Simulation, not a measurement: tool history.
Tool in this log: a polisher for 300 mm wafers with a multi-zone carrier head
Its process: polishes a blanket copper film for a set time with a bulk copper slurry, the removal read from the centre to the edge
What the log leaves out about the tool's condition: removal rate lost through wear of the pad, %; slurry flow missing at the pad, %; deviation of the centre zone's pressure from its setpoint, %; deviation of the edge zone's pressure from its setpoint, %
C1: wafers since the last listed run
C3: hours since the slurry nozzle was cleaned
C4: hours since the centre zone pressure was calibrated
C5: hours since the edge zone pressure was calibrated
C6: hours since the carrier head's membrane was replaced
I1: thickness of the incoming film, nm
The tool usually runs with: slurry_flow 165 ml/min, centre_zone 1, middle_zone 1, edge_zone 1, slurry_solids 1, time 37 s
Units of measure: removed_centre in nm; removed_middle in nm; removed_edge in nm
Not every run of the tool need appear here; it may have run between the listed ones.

run 1 hour=0 | slurry_flow=165 centre_zone=1 middle_zone=1 edge_zone=1 slurry_solids=1 time=40 | C1=0 wafers_polished_on_this_pad=7 C3=393.2 C4=76.4 C5=535.5 C6=43.8 | I1=3804.4 | removed_centre=508.5 removed_middle=502.6 removed_edge=507.4
-- hour=59.8 edge zone pressure recalibrated
run 2 hour=60.8 | slurry_flow=165 centre_zone=1 middle_zone=1 edge_zone=1 slurry_solids=1 time=37 | C1=745 wafers_polished_on_this_pad=752 C3=454 C4=137.2 C5=1 C6=104.6 | I1=3879.4 | removed_centre=453.8 removed_middle=474.1 removed_edge=478.6
run 3 hour=128.4 | slurry_flow=165 centre_zone=1 middle_zone=1 edge_zone=1 slurry_solids=1 time=37 | C1=857 wafers_polished_on_this_pad=1610 C3=521.6 C4=204.8 C5=68.6 C6=172.2 | I1=3789.5 | removed_centre=466.4 removed_middle=456.5 removed_edge=471.6
run 4 hour=210.8 | slurry_flow=165 centre_zone=1 middle_zone=1 edge_zone=1 slurry_solids=1 time=37 | C1=1044 wafers_polished_on_this_pad=2654 C3=604 C4=287.2 C5=151 C6=254.6 | I1=3826.1 | removed_centre=450.9 removed_middle=468.8 removed_edge=482.9
-- hour=215.4 slurry nozzle cleaned
run 5 hour=276 | slurry_flow=165 centre_zone=1 middle_zone=1 edge_zone=1 slurry_solids=1 time=37 | C1=814 wafers_polished_on_this_pad=3469 C3=60.6 C4=352.4 C5=216.2 C6=319.8 | I1=3820.9 | removed_centre=449.4 removed_middle=468.9 removed_edge=482.9
run 6 hour=336 | slurry_flow=165 centre_zone=1 middle_zone=1 edge_zone=1.07 slurry_solids=1 time=37 | C1=760 wafers_polished_on_this_pad=4229 C3=120.6 C4=412.4 C5=276.2 C6=379.8 | I1=3818.9 | removed_centre=449 removed_middle=469.4 removed_edge=475.1
run 7 hour=386.8 | slurry_flow=165 centre_zone=1.06 middle_zone=1 edge_zone=1 slurry_solids=1 time=30 | C1=644 wafers_polished_on_this_pad=4874 C3=171.4 C4=463.2 C5=327 C6=430.6 | I1=3786.2 | removed_centre=395.9 removed_middle=385.3 removed_edge=390
run 8 hour=473.9 | slurry_flow=165 centre_zone=1 middle_zone=1 edge_zone=1 slurry_solids=1 time=37 | C1=1104 wafers_polished_on_this_pad=5978 C3=258.5 C4=550.3 C5=414.1 C6=517.7 | I1=3786.9 | removed_centre=447.9 removed_middle=465.9 removed_edge=472.7
-- hour=527.4 edge zone pressure recalibrated
-- hour=578.8 carrier head's membrane replaced by a new one
-- hour=607.2 worn pad replaced by a new one
run 9 hour=671.5 | slurry_flow=165 centre_zone=1 middle_zone=1 edge_zone=1 slurry_solids=1 time=42 | C1=2366 wafers_polished_on_this_pad=815 C3=456.1 C4=747.9 C5=144.1 C6=92.7 | I1=3806.6 | removed_centre=491.7 removed_middle=523.9 removed_edge=551
run 10 hour=745.5 | slurry_flow=165 centre_zone=1 middle_zone=1 edge_zone=0.89 slurry_solids=1 time=37 | C1=938 wafers_polished_on_this_pad=1753 C3=530.1 C4=821.9 C5=218.1 C6=166.7 | I1=3821.5 | removed_centre=434.2 removed_middle=471.2 removed_edge=450.8
-- hour=774.5 slurry nozzle cleaned
run 11 hour=804.5 | slurry_flow=110 centre_zone=1 middle_zone=0.92 edge_zone=0.88 slurry_solids=1.15 time=37 | C1=735 wafers_polished_on_this_pad=2489 C3=30 C4=880.9 C5=277.1 C6=225.7 | I1=3803.2 | removed_centre=401.1 removed_middle=417.5 removed_edge=433.8
run 12 hour=892.3 | slurry_flow=120 centre_zone=1.04 middle_zone=0.88 edge_zone=1 slurry_solids=1.25 time=37 | C1=1113 wafers_polished_on_this_pad=3602 C3=117.8 C4=968.7 C5=364.9 C6=313.5 | I1=3882.5 | removed_centre=437.1 removed_middle=422.5 removed_edge=468.4
run 13 hour=966.1 | slurry_flow=165 centre_zone=1 middle_zone=0.92 edge_zone=1.09 slurry_solids=1 time=37 | C1=935 wafers_polished_on_this_pad=4538 C3=191.6 C4=1042.5 C5=438.7 C6=387.3 | I1=3825.9 | removed_centre=416.5 removed_middle=452.7 removed_edge=496.7
run 14 hour=1045.9 | slurry_flow=165 centre_zone=1 middle_zone=1 edge_zone=1.1 slurry_solids=1.3 time=37 | C1=1011 wafers_polished_on_this_pad=5550 C3=271.4 C4=1122.3 C5=518.5 C6=467.1 | I1=3873 | removed_centre=467.2 removed_middle=492.5 removed_edge=526.1
-- hour=1075.4 carrier head's membrane replaced by a new one
-- hour=1122.7 edge zone pressure recalibrated
run 15 hour=1132.2 | slurry_flow=165 centre_zone=1 middle_zone=1 edge_zone=1 slurry_solids=1 time=37 | C1=1005 wafers_polished_on_this_pad=6556 C3=357.7 C4=1208.6 C5=9.5 C6=56.8 | I1=3887.8 | removed_centre=421.1 removed_middle=468.7 removed_edge=466.4
-- hour=1154.7 worn pad replaced by a new one
-- hour=1190.5 centre zone pressure recalibrated
run 16 hour=1191 | slurry_flow=165 centre_zone=1 middle_zone=1 edge_zone=1 slurry_solids=1 time=37 | C1=669 wafers_polished_on_this_pad=434 C3=416.5 C4=0.5 C5=68.3 C6=115.6 | I1=3852.7 | removed_centre=457.2 removed_middle=467.9 removed_edge=468
run 17 hour=1260.6 | slurry_flow=165 centre_zone=1 middle_zone=1 edge_zone=0.91 slurry_solids=1 time=37 | C1=882 wafers_polished_on_this_pad=1316 C3=486.1 C4=70.1 C5=137.9 C6=185.2 | I1=3812 | removed_centre=455.6 removed_middle=470.5 removed_edge=454.4
-- hour=1347.6 slurry nozzle cleaned
run 18 hour=1521.8 | slurry_flow=190 centre_zone=1 middle_zone=1 edge_zone=1 slurry_solids=0.75 time=32 | C1=3299 wafers_polished_on_this_pad=4616 C3=174.2 C4=331.3 C5=399.1 C6=446.4 | I1=3836.7 | removed_centre=377.8 removed_middle=383 removed_edge=390.6
-- hour=1583 carrier head's membrane replaced by a new one
-- hour=1599.7 edge zone pressure recalibrated
run 19 hour=1624.7 | slurry_flow=165 centre_zone=1 middle_zone=1 edge_zone=1 slurry_solids=1 time=37 | C1=1216 wafers_polished_on_this_pad=5832 C3=277.1 C4=434.2 C5=25 C6=41.7 | I1=3872.5 | removed_centre=453.9 removed_middle=464.5 removed_edge=477
run 20 hour=1663.6 | slurry_flow=165 centre_zone=0.92 middle_zone=1 edge_zone=1 slurry_solids=1 time=37 | C1=493 wafers_polished_on_this_pad=6325 C3=316 C4=473.1 C5=63.9 C6=80.6 | I1=3791.7 | removed_centre=412.1 removed_middle=470.8 removed_edge=471.3
-- hour=1733.7 worn pad replaced by a new one
run 21 hour=1739.2 | slurry_flow=165 centre_zone=1 middle_zone=1 edge_zone=1 slurry_solids=1.1 time=37 | C1=907 wafers_polished_on_this_pad=70 C3=391.6 C4=548.7 C5=139.5 C6=156.2 | I1=3752.4 | removed_centre=453.8 removed_middle=479 removed_edge=482.3

Predict each of these 4 candidate next runs independently; none follows another, all start after run 21:
run A hour=1739.6 | slurry_flow=165 centre_zone=1 middle_zone=1 edge_zone=1 slurry_solids=1 time=37 | C1=5 wafers_polished_on_this_pad=75 C3=392 C4=549.1 C5=139.9 C6=156.6 | I1=3813.7 | removed_centre=? removed_middle=? removed_edge=?
run B hour=1739.6 | slurry_flow=180 centre_zone=1 middle_zone=0.97 edge_zone=1 slurry_solids=1 time=37 | C1=5 wafers_polished_on_this_pad=75 C3=392 C4=549.1 C5=139.9 C6=156.6 | I1=3813.7 | removed_centre=? removed_middle=? removed_edge=?
run C hour=1739.6 | slurry_flow=165 centre_zone=1 middle_zone=0.89 edge_zone=1 slurry_solids=1 time=37 | C1=5 wafers_polished_on_this_pad=75 C3=392 C4=549.1 C5=139.9 C6=156.6 | I1=3813.7 | removed_centre=? removed_middle=? removed_edge=?
run D hour=1739.6 | slurry_flow=165 centre_zone=0.96 middle_zone=1 edge_zone=1 slurry_solids=1 time=37 | C1=5 wafers_polished_on_this_pad=75 C3=392 C4=549.1 C5=139.9 C6=156.6 | I1=3813.7 | removed_centre=? removed_middle=? removed_edge=?

run=A removed_centre=448.9 removed_middle=472.5 removed_edge=475.3
run=B removed_centre=456.9 removed_middle=471.4 removed_edge=481
run=C removed_centre=448.6 removed_middle=441.2 removed_edge=475.8
run=D removed_centre=430.7 removed_middle=472.6 removed_edge=475.3
Stripped of hidden state, with their random variation kept, the same runs would have yielded:
run=A removed_centre=473.9 removed_middle=472.4 removed_edge=475.3
run=B removed_centre=482.4 removed_middle=471.3 removed_edge=481
run=C removed_centre=473.7 removed_middle=441.1 removed_edge=475.8
run=D removed_centre=454.8 removed_middle=472.5 removed_edge=475.3
